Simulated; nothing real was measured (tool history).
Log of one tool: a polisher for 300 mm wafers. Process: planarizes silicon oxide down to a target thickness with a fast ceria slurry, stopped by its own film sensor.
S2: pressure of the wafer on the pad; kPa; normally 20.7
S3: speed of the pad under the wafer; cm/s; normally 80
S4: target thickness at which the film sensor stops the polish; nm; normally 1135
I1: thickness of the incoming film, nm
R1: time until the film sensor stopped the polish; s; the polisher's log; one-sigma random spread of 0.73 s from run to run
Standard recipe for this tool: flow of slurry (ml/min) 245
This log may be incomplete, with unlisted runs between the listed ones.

{"run": 1, "hour": 0.0, "flow of slurry (ml/min)": 245, "S2": 20.7, "S3": 80, "S4": 1135, "I1": 1779.4, "R1": 60.5}
{"run": 2, "hour": 58.1, "flow of slurry (ml/min)": 245, "S2": 20.7, "S3": 80, "S4": 1135, "I1": 1834, "R1": 56.7}
{"run": 3, "hour": 108.7, "flow of slurry (ml/min)": 245, "S2": 20.7, "S3": 80, "S4": 1135, "I1": 1812.3, "R1": 56.2}
{"run": 4, "hour": 169.3, "flow of slurry (ml/min)": 245, "S2": 20.7, "S3": 64, "S4": 1227, "I1": 1763.1, "R1": 51}
{"run": 5, "hour": 198.5, "flow of slurry (ml/min)": 245, "S2": 20.7, "S3": 80, "S4": 1001, "I1": 1809.9, "R1": 69.8}
{"run": 6, "hour": 227.8, "flow of slurry (ml/min)": 245, "S2": 20.7, "S3": 80, "S4": 1001, "I1": 1820.2, "R1": 68.2}
{"run": 7, "hour": 258.4, "flow of slurry (ml/min)": 245, "S2": 20.7, "S3": 80, "S4": 1001, "I1": 1794.8, "R1": 68.2}
{"run": 8, "hour": 296.3, "flow of slurry (ml/min)": 245, "S2": 20.7, "S3": 80, "S4": 1135, "I1": 1821.9, "R1": 60.8}
{"run": 9, "hour": 464.8, "flow of slurry (ml/min)": 245, "S2": 20.7, "S3": 80, "S4": 1135, "I1": 1770.6, "R1": 58.3}
{"run": 10, "hour": 497.8, "flow of slurry (ml/min)": 245, "S2": 20.7, "S3": 80, "S4": 1135, "I1": 1820.3, "R1": 63.7}
{"run": 11, "hour": 683.7, "flow of slurry (ml/min)": 245, "S2": 18.6, "S3": 72, "S4": 1135, "I1": 1827.4, "R1": 64.1}
{"run": 12, "hour": 732.3, "flow of slurry (ml/min)": 245, "S2": 18.6, "S3": 72, "S4": 1135, "I1": 1782.7, "R1": 60.9}
{"run": 13, "hour": 757.5, "flow of slurry (ml/min)": 245, "S2": 18.6, "S3": 72, "S4": 1135, "I1": 1802.6, "R1": 62.7}
{"run": 14, "hour": 806.0, "flow of slurry (ml/min)": 245, "S2": 20.7, "S3": 80, "S4": 1135, "I1": 1779.6, "R1": 55.5}
{"run": 15, "hour": 846.9, "flow of slurry (ml/min)": 175, "S2": 25.5, "S3": 80, "S4": 1135, "I1": 1787.7, "R1": 53}
{"run": 16, "hour": 872.8, "flow of slurry (ml/min)": 245, "S2": 20.7, "S3": 80, "S4": 1135, "I1": 1781.1, "R1": 56.4}
{"run": 17, "hour": 905.8, "flow of slurry (ml/min)": 200, "S2": 24.1, "S3": 102, "S4": 1135, "I1": 1833, "R1": 51.8}
{"run": 18, "hour": 978.4, "flow of slurry (ml/min)": 245, "S2": 20.7, "S3": 80, "S4": 1206, "I1": 1813.6, "R1": 55.1}
{"run": 19, "hour": 1003.3, "flow of slurry (ml/min)": 300, "S2": 20.7, "S3": 80, "S4": 1260, "I1": 1789.6, "R1": 42.1}
{"run": 20, "hour": 1048.3, "flow of slurry (ml/min)": 245, "S2": 20.7, "S3": 80, "S4": 1135, "I1": 1817.1, "R1": 56.4}
{"run": 21, "hour": 1093.4, "flow of slurry (ml/min)": 275, "S2": 20.7, "S3": 80, "S4": 904, "I1": 1835.4, "R1": 75.9}
{"run": 22, "hour": 1118.5, "flow of slurry (ml/min)": 245, "S2": 20.7, "S3": 80, "S4": 1135, "I1": 1823.3, "R1": 58.3}
{"run": 23, "hour": 1171.0, "flow of slurry (ml/min)": 245, "S2": 16.5, "S3": 80, "S4": 1360, "I1": 1814.8, "R1": 42.4}
{"run": 24, "hour": 1218.9, "flow of slurry (ml/min)": 245, "S2": 25.5, "S3": 80, "S4": 1135, "I1": 1832.9, "R1": 51.3}
{"run": 25, "hour": 1270.2, "flow of slurry (ml/min)": 245, "S2": 23.4, "S3": 94, "S4": 1135, "I1": 1789.9, "R1": 48.5}
{"run": 26, "hour": 1306.5, "flow of slurry (ml/min)": 215, "S2": 17.9, "S3": 80, "S4": 1135, "I1": 1814.7, "R1": 65.2}
{"run": 27, "hour": 1338.1, "flow of slurry (ml/min)": 160, "S2": 24.8, "S3": 62, "S4": 955, "I1": 1796.2, "R1": 79.5}
{"run": 28, "hour": 1405.7, "flow of slurry (ml/min)": 245, "S2": 14.5, "S3": 80, "S4": 1063, "I1": 1804.6, "R1": 81}
{"run": 29, "hour": 1454.3, "flow of slurry (ml/min)": 245, "S2": 17.2, "S3": 58, "S4": 1135, "I1": 1775.8, "R1": 65.7}
{"run": 30, "hour": 1507.6, "flow of slurry (ml/min)": 310, "S2": 15.2, "S3": 72, "S4": 1342, "I1": 1798.1, "R1": 44.2}
{"run": 31, "hour": 1552.1, "flow of slurry (ml/min)": 245, "S2": 22.8, "S3": 54, "S4": 1348, "I1": 1800.4, "R1": 41.4}
{"run": 32, "hour": 1621.5, "flow of slurry (ml/min)": 245, "S2": 20.7, "S3": 68, "S4": 1267, "I1": 1796.4, "R1": 48.2}
{"run": 33, "hour": 1678.3, "flow of slurry (ml/min)": 245, "S2": 20.7, "S3": 80, "S4": 1135, "I1": 1777.7, "R1": 55}
{"run": 34, "hour": 1702.9, "flow of slurry (ml/min)": 180, "S2": 18.6, "S3": 80, "S4": 1135, "I1": 1779.7, "R1": 63.2}
{"run": 35, "hour": 1735.2, "flow of slurry (ml/min)": 245, "S2": 17.9, "S3": 104, "S4": 1019, "I1": 1806.4, "R1": 64.7}
{"run": 36, "hour": 1788.6, "flow of slurry (ml/min)": 200, "S2": 20.7, "S3": 90, "S4": 1135, "I1": 1798.3, "R1": 56.4}

Taken out of this log: 8 entries between the listed runs. Where each belongs, and how the hidden state differs across it:
Run 1 -> run 2: worn pad replaced by a new one (hour 13.3)
  removal rate lost through wear of the pad, %: 12.7 -> 2.48
  measured result minus the result with no hidden state, R1: +7.7 -> +1.5 s
Run 8 -> run 9: head pressure recalibrated (hour 412.8)
  removal rate lost through wear of the pad, %: 8.54 -> 12.8
  measured result minus the result with no hidden state, R1: +5.2 -> +7.5 s
Run 10 -> run 11: worn pad replaced by a new one, of another model than before (hour 529.5); slurry nozzle cleaned (hour 542.4)
  removal rate lost through wear of the pad, %: 13.7 -> 4.26
  measured result minus the result with no hidden state, R1: +8.7 -> +2.8 s
Run 18 -> run 19: worn pad replaced by a new one (hour 994.6)
  removal rate lost through wear of the pad, %: 11.7 -> 0.425
  measured result minus the result with no hidden state, R1: +6.5 -> +0.2 s
Run 26 -> run 27: slurry nozzle cleaned (hour 1322.7)
  removal rate lost through wear of the pad, %: 8.13 -> 8.94
  measured result minus the result with no hidden state, R1: +5.3 -> +7.1 s
Run 27 -> run 28: head pressure recalibrated (hour 1363.6)
  removal rate lost through wear of the pad, %: 8.94 -> 10.7
  measured result minus the result with no hidden state, R1: +7.1 -> +8.7 s
Run 28 -> run 29: worn pad replaced by a new one (hour 1435.8)
  removal rate lost through wear of the pad, %: 10.7 -> 0.642
  measured result minus the result with no hidden state, R1: +8.7 -> +0.4 s

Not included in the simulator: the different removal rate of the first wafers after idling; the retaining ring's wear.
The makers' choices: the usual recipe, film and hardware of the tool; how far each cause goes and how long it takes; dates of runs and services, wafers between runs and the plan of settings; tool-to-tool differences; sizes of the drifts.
